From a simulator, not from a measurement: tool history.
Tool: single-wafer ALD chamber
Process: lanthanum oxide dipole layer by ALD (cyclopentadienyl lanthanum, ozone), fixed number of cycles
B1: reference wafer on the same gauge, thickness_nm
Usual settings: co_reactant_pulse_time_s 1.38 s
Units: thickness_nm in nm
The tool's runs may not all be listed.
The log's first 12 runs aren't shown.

-- day=41.342 gauge calibrated
run 13 day=43.129 | co_reactant_pulse_time_s=1.77 | B1=0.525 | thickness_nm=0.525
run 14 day=45.488 | co_reactant_pulse_time_s=0.99 | B1=0.525 | thickness_nm=0.485
run 15 day=47.704 | co_reactant_pulse_time_s=1.80 | B1=0.525 | thickness_nm=0.527
run 16 day=51.821 | co_reactant_pulse_time_s=1.87 | B1=0.525 | thickness_nm=0.524
-- day=62.646 ozone generator serviced
run 17 day=64.775 | co_reactant_pulse_time_s=0.97 | B1=0.525 | thickness_nm=0.489
run 18 day=68.404 | co_reactant_pulse_time_s=1.86 | B1=0.525 | thickness_nm=0.531
run 19 day=70.471 | co_reactant_pulse_time_s=0.97 | B1=0.525 | thickness_nm=0.488
run 20 day=72.500 | co_reactant_pulse_time_s=1.38 | B1=0.525 | thickness_nm=0.511
run 21 day=74.629 | co_reactant_pulse_time_s=1.38 | B1=0.525 | thickness_nm=0.512
run 22 day=78.233 | co_reactant_pulse_time_s=1.14 | B1=0.525 | thickness_nm=0.496
run 23 day=81.346 | co_reactant_pulse_time_s=1.38 | B1=0.525 | thickness_nm=0.507
run 24 day=85.638 | co_reactant_pulse_time_s=1.91 | B1=0.525 | thickness_nm=0.523
run 25 day=88.050 | co_reactant_pulse_time_s=0.88 | B1=0.525 | thickness_nm=0.460
-- day=91.167 ozone generator serviced
run 26 day=91.212 | co_reactant_pulse_time_s=1.73 | B1=0.525 | thickness_nm=0.526
-- day=93.279 thermocouple changed; heater temperature recalibrated
run 27 day=95.617 | co_reactant_pulse_time_s=1.00 | B1=0.525 | thickness_nm=0.492
run 28 day=98.554 | co_reactant_pulse_time_s=1.38 | B1=0.525 | thickness_nm=0.512
run 29 day=100.071 | co_reactant_pulse_time_s=1.07 | B1=0.525 | thickness_nm=0.493
run 30 day=102.521 | co_reactant_pulse_time_s=1.38 | B1=0.525 | thickness_nm=0.514
run 31 day=104.817 | co_reactant_pulse_time_s=1.63 | B1=0.525 | thickness_nm=0.521
run 32 day=108.292 | co_reactant_pulse_time_s=1.18 | B1=0.525 | thickness_nm=0.498
run 33 day=110.150 | co_reactant_pulse_time_s=1.19 | B1=0.525 | thickness_nm=0.497
run 34 day=114.017 | co_reactant_pulse_time_s=1.38 | B1=0.525 | thickness_nm=0.501
run 35 day=117.038 | co_reactant_pulse_time_s=1.12 | B1=0.525 | thickness_nm=0.481

Forecast each of these 3 alternatives for the next run:
run A day=117.054 | co_reactant_pulse_time_s=0.94 | B1=? | thickness_nm=?
run B day=117.054 | co_reactant_pulse_time_s=1.72 | B1=? | thickness_nm=?
run C day=117.054 | co_reactant_pulse_time_s=1.20 | B1=? | thickness_nm=?

run=A B1=0.525 thickness_nm=0.463
run=B B1=0.525 thickness_nm=0.514
run=C B1=0.525 thickness_nm=0.485
Without the tool's hidden state the same runs would have given:
run=A thickness_nm=0.486
run=B thickness_nm=0.526
run=C thickness_nm=0.504
